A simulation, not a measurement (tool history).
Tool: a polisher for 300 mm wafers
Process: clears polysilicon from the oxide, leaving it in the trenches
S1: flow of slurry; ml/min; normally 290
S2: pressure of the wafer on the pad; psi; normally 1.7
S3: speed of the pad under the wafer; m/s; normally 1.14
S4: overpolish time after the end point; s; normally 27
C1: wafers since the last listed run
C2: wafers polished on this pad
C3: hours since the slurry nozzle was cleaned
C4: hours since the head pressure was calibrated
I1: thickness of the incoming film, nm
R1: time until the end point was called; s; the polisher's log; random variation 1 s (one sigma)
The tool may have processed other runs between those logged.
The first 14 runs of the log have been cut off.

Run 15, hour 812.7: usual settings but S2 2.1 psi; C1 287; C2 290; C3 372.4; C4 154.2; I1 654.1. Result: R1 62.5 s.
Run 16, hour 867.6: usual settings but S2 2 psi, S4 36 s; C1 374; C2 665; C3 427.3; C4 209.1; I1 644.4. Result: R1 64.7 s.
Run 17, hour 937.3: usual settings but S1 355 ml/min, S2 1.3 psi, S3 1.52 m/s; C1 475; C2 1141; C3 497; C4 278.8; I1 638.4. Result: R1 71.8 s.
At hour 1094.7: slurry nozzle cleaned.
Run 18, hour 1129.8: usual settings but S1 225 ml/min; C1 1307; C2 2448; C3 35.1; C4 471.3; I1 643.7. Result: R1 78.5 s.
At hour 1141.7: worn pad replaced by a new one.
Run 19, hour 1184.8: usual settings but S2 1.5 psi, S3 1.32 m/s; C1 348; C2 294; C3 90.1; C4 526.3; I1 651. Result: R1 73 s.
Run 20, hour 1248.9: usual settings but S3 0.78 m/s; C1 437; C2 731; C3 154.2; C4 590.4; I1 651.2. Result: R1 102.8 s.
Run 21, hour 1285.9: usual settings; C1 252; C2 984; C3 191.2; C4 627.4; I1 651.7. Result: R1 76.5 s.
At hour 1308.1: head pressure recalibrated.
Run 22, hour 1320.3: usual settings but S1 230 ml/min, S2 2 psi, S4 33 s; C1 221; C2 1205; C3 225.6; C4 12.2; I1 646.1. Result: R1 68.9 s.
Run 23, hour 1345.5: usual settings but S1 195 ml/min, S2 1.4 psi, S4 41 s; C1 172; C2 1377; C3 250.8; C4 37.4; I1 660.6. Result: R1 94.4 s.
Run 24, hour 1399.3: usual settings but S4 34 s; C1 367; C2 1744; C3 304.6; C4 91.2; I1 651.5. Result: R1 78.8 s.
Run 25, hour 1441.4: usual settings; C1 287; C2 2032; C3 346.7; C4 133.3; I1 654.4. Result: R1 75.8 s.
Run 26, hour 1487.1: usual settings but S2 2.1 psi, S4 12 s; C1 311; C2 2344; C3 392.4; C4 179; I1 664.5. Result: R1 67.3 s.
At hour 1525.3: worn pad replaced by a new one.
Run 27, hour 1612.9: usual settings but S3 1.5 m/s, S4 13 s; C1 831; C2 598; C3 518.2; C4 304.8; I1 647.4. Result: R1 59.8 s.
At hour 1631.7: slurry nozzle cleaned.
Run 28, hour 1698.7: usual settings but S1 190 ml/min, S2 2.1 psi, S3 1.4 m/s, S4 21 s; C1 578; C2 1177; C3 67; C4 390.6; I1 644.3. Result: R1 56 s.
Run 29, hour 1735.4: usual settings; C1 250; C2 1427; C3 103.7; C4 427.3; I1 646.8. Result: R1 76 s.
Run 30, hour 1803.1: usual settings but S1 255 ml/min, S2 2.1 psi; C1 462; C2 1889; C3 171.4; C4 495; I1 651.5. Result: R1 65.7 s.
Run 31, hour 1868.3: usual settings but S1 230 ml/min, S2 1.5 psi, S4 16 s; C1 445; C2 2334; C3 236.6; C4 560.2; I1 653.2. Result: R1 88.8 s.
Run 32, hour 1900.5: usual settings but S3 1.44 m/s, S4 34 s; C1 219; C2 2554; C3 268.8; C4 592.4; I1 642.9. Result: R1 63.6 s.
At hour 1950: head pressure recalibrated.
Run 33, hour 1956.4: usual settings but S1 260 ml/min, S3 0.86 m/s, S4 18 s; C1 367; C2 2922; C3 324.7; C4 6.4; I1 643.8. Result: R1 96.4 s.

Alternative continuations, all from the tool just after run 33; predict every row:
Run A, hour 1956.8: usual settings but S4 40 s; C1 2; C2 2925; C3 325.1; C4 6.8; I1 647.9. Result: R1 ?.
Run B, hour 1956.8: usual settings but S1 215 ml/min, S2 2 psi, S3 0.88 m/s, S4 40 s; C1 2; C2 2925; C3 325.1; C4 6.8; I1 647.9. Result: R1 ?.
Run C, hour 1956.8: usual settings but S1 360 ml/min, S3 0.8 m/s; C1 2; C2 2925; C3 325.1; C4 6.8; I1 647.9. Result: R1 ?.
Run D, hour 1956.8: usual settings but S4 20 s; C1 2; C2 2925; C3 325.1; C4 6.8; I1 647.9. Result: R1 ?.
Run E, hour 1956.8: usual settings but S1 205 ml/min, S2 2 psi, S3 1.42 m/s, S4 18 s; C1 2; C2 2925; C3 325.1; C4 6.8; I1 647.9. Result: R1 ?.

run     R1
  A   78.6
  B   86.4
  C  103.4
  D   78.6
  E   58.3
Stripped of hidden state, with their random variation kept, the same runs would have yielded:
run    R1
  A  72.9
  B  80.2
  C  95.8
  D  72.9
  E  54.1
